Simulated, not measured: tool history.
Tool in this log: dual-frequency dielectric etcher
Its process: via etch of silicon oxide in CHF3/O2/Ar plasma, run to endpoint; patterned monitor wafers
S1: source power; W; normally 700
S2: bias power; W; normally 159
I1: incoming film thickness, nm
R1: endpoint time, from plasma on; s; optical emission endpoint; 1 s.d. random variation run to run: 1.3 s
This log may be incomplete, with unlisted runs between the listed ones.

run	hour	S1	S2	I1	R1
1	0.0	700	143	623.9	311.1
2	99.3	700	143	620.8	312.5
# hour 242.5: wet clean of the chamber
3	243.0	700	159	625.9	293.2
4	271.5	700	159	618.3	289.7
5	358.3	700	159	627.4	297.5
6	428.4	570	159	620.6	331.8
# hour 452.3: source power generator calibrated
# hour 509.8: bias power generator calibrated
7	527.7	760	159	621.9	289.3
# hour 716.4: wet clean of the chamber
# hour 762.5: upper electrode replaced
8	769.5	810	173	611.6	261.4
9	832.8	700	159	615.9	290.1
10	937.9	790	159	620.7	278.0

Predict the results of run 11:
11	982.1	700	159	624.7	?

R1: 298.8 s
Minus the tool's unlogged condition, the same run would have read R1 290.2 s.
